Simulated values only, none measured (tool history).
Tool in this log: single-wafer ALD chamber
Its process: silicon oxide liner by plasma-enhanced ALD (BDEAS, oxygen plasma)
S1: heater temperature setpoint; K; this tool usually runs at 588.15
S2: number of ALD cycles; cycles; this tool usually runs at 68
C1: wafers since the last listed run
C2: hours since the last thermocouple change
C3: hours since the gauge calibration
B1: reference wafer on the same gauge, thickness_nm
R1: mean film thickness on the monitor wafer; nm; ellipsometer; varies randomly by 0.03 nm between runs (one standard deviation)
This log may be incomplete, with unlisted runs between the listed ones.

run	hour	S1	S2	C1	C2	C3	B1	R1
1	0.0	588.15	60	0	1315.0	539.0	7.727	5.700
2	27.8	588.15	60	117	1342.8	566.8	7.747	5.716
3	94.1	588.15	68	279	1409.1	633.1	7.763	6.528
4	140.0	588.15	68	193	1455.0	679.0	7.772	6.571
5	179.2	588.15	68	165	1494.2	718.2	7.787	6.532
6	234.5	588.15	58	232	1549.5	773.5	7.789	5.610
7	287.2	588.15	58	221	1602.2	826.2	7.826	5.648
8	335.1	588.15	65	201	1650.1	874.1	7.820	6.345
9	397.7	588.15	65	263	1712.7	936.7	7.834	6.313
10	425.0	588.15	68	114	1740.0	964.0	7.854	6.667
11	470.2	588.15	68	190	1785.2	1009.2	7.882	6.721
12	523.7	575.15	58	225	1838.7	1062.7	7.889	5.720
13	562.4	575.15	56	162	1877.4	1101.4	7.906	5.592
# hour 581.6: gauge calibrated
14	628.6	588.15	75	278	1943.6	47.0	7.645	7.136
15	677.2	592.15	81	204	1992.2	95.6	7.650	7.637
16	736.2	583.15	81	248	2051.2	154.6	7.656	7.792
# hour 789.2: thermocouple changed; heater temperature recalibrated
17	807.9	588.15	68	268	18.7	226.3	7.695	6.463
18	864.4	579.15	68	237	75.2	282.8	7.712	6.604
19	891.6	598.15	81	114	102.4	310.0	7.725	7.655
20	933.4	588.15	68	175	144.2	351.8	7.736	6.560
21	959.0	578.15	59	107	169.8	377.4	7.735	5.779
22	999.8	599.15	79	171	210.6	418.2	7.758	7.499
23	1034.2	580.15	78	144	245.0	452.6	7.780	7.584

Hidden state or all else? Some run-to-run changes of R1, split into what the settings, what came in and random variation would give without the hidden state, and what is left for the hidden state (with any gauge scatter that isn't in both results):
Hidden state present: wafer temperature above the value expected at the setpoint (K); gauge reads high (%).
Run 13 -> 14: S1 575.15 -> 588.15, S2 56 -> 75, gauge calibrated. R1 +1.544 nm: hidden state -0.175, all else +1.719.
Run 21 -> 22: S1 578.15 -> 599.15, S2 59 -> 79. R1 +1.720 nm: hidden state +0.042, all else +1.678.

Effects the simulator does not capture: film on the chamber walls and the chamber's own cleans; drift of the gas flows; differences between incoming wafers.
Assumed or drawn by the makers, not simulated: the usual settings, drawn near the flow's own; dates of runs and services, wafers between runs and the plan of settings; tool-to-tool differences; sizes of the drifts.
